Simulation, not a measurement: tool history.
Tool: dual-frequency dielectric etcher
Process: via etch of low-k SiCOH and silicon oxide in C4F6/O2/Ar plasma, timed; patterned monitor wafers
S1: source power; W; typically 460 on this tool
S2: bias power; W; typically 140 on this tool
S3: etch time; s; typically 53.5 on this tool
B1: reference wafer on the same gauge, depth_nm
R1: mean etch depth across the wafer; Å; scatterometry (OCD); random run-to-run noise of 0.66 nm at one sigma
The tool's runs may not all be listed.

Run 1, hour 0: usual settings; B1 152.9. Result: R1 1589 Å.
At hour 9.5: gauge calibrated.
Run 2, hour 69.3: usual settings; B1 153.3. Result: R1 1625 Å.
Run 3, hour 121.9: usual settings; B1 152.9. Result: R1 1617 Å.
Run 4, hour 181.1: usual settings; B1 152.9. Result: R1 1641 Å.
Run 5, hour 219.1: usual settings; B1 152.9. Result: R1 1647 Å.
At hour 261.2: wet clean of the chamber.
Run 6, hour 278.4: usual settings; B1 152.9. Result: R1 1579 Å.
Run 7, hour 349.7: usual settings; B1 152.8. Result: R1 1591 Å.
At hour 360: bias power generator calibrated.
Run 8, hour 389.3: usual settings; B1 152.7. Result: R1 1608 Å.
Run 9, hour 449.2: usual settings but S1 560 W, S2 163 W, S3 47 s; B1 153.2. Result: R1 1568 Å.
At hour 485.9: gauge calibrated.
Run 10, hour 503: usual settings but S2 127 W; B1 153.1. Result: R1 1592 Å.
At hour 549.8: upper electrode replaced.
Run 11, hour 550.3: usual settings; B1 153.1. Result: R1 1635 Å.
Run 12, hour 569: usual settings; B1 153.1. Result: R1 1633 Å.
Run 13, hour 611.3: usual settings but S1 490 W, S2 167 W, S3 40.5 s; B1 153.1. Result: R1 1332 Å.
At hour 622.3: source power generator calibrated.
At hour 636.8: wet clean of the chamber.
Run 14, hour 658.8: usual settings; B1 152.9. Result: R1 1584 Å.
Run 15, hour 757.8: usual settings but S2 117 W, S3 38 s; B1 153.1. Result: R1 1090 Å.
Run 16, hour 788.9: usual settings but S1 560 W, S2 168 W; B1 153. Result: R1 1799 Å.
Run 17, hour 820.8: usual settings but S2 165 W; B1 153. Result: R1 1678 Å.

Branching from run 17: 4 alternative next runs. What would each branch give?
Run A, hour 821.2: usual settings but S3 48.5 s; B1 ?. Result: R1 ?.
Run B, hour 821.2: usual settings but S2 150 W; B1 ?. Result: R1 ?.
Run C, hour 821.2: usual settings but S1 420 W, S3 39.5 s; B1 ?. Result: R1 ?.
Run D, hour 821.2: usual settings but S1 420 W, S3 68 s; B1 ?. Result: R1 ?.

run     B1    R1
  A  153.1  1462
  B  153.1  1639
  C  153.1  1156
  D  153.1  1991
What these runs would have given with no unlogged condition in the tool:
run    R1
  A  1424
  B  1596
  C  1126
  D  1938

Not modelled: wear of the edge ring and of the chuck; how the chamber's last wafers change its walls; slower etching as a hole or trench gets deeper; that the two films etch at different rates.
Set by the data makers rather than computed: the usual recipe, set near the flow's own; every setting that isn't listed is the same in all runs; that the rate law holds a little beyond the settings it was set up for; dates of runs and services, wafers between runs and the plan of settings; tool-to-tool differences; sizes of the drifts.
